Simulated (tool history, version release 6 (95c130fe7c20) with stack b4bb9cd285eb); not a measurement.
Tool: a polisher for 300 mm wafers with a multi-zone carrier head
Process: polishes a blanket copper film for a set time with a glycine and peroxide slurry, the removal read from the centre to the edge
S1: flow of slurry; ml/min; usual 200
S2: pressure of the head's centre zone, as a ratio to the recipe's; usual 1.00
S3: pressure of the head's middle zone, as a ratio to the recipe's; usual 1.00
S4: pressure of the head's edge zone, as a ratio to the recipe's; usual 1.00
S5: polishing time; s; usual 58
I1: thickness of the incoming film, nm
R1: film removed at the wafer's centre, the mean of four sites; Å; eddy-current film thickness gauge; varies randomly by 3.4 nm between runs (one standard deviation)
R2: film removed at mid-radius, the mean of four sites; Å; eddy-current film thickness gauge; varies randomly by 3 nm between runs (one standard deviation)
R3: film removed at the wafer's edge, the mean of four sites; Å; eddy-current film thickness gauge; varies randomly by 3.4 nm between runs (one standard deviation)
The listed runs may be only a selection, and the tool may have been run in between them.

run,hour,S1,S2,S3,S4,S5,I1,R1,R2,R3
1,0.0,200,1.00,1.00,1.05,58,1051.2,4567,4216,4293
2,8.9,200,1.00,1.00,1.05,58,1032.6,4572,4213,4286
3,38.1,200,1.00,1.00,1.05,58,1036.3,4592,4231,4353
4,55.1,200,1.00,1.00,1.00,58,1049.8,4614,4181,4185
5,69.4,200,1.00,1.00,1.00,58,1047.0,4587,4245,4165
6,79.7,200,1.00,1.00,1.00,58,1037.5,4545,4223,4167
# hour 121.7: centre zone pressure recalibrated
7,131.3,200,1.00,1.00,1.00,58,1025.9,3584,4271,4193
# hour 141.5: slurry nozzle cleaned
8,143.0,200,1.00,1.00,1.00,58,1045.4,3617,4198,4250
# hour 161.8: centre zone pressure recalibrated, repeated, since the last time left the tool worse
9,162.3,160,0.91,1.00,1.09,58,1030.4,3718,4113,4216
10,174.5,165,1.00,1.00,1.00,72,1028.1,5171,5070,5053
# hour 192.1: carrier head's membrane replaced by a new one
# hour 199.3: edge zone pressure recalibrated
# hour 219.6: worn pad replaced by a new one
11,221.7,200,1.00,1.00,1.00,58,1051.7,4365,4253,4188
12,234.0,265,0.92,1.00,0.93,47,1037.6,3390,3557,3396
13,248.2,200,1.00,1.00,1.00,58,1051.3,4436,4270,4251
14,258.5,200,1.00,0.92,1.07,47,1037.9,3520,3241,3520
15,268.2,200,1.00,0.95,1.00,50,1047.0,3817,3485,3609
16,281.8,200,1.00,1.00,1.00,58,1041.1,4474,4203,4150
17,290.1,200,1.09,1.00,1.00,58,1033.9,4810,4208,4215

Results per run with the tool's hidden condition removed, run-to-run variation unchanged:
What the log doesn't record here: removal rate lost through wear of the pad, %; slurry flow missing at the pad, %; deviation of the centre zone's pressure from its setpoint, %; deviation of the edge zone's pressure from its setpoint, %.
run,R1
1,4226
2,4229
3,4245
4,4265
5,4239
6,4199
7,4234
8,4253
9,3688
10,5106
11,4246
12,3286
13,4285
14,3391
15,3669
16,4289
17,4604
R2: differs from the measured result by no more than 4 Å in any run.
R3: same as the measured value in every run.
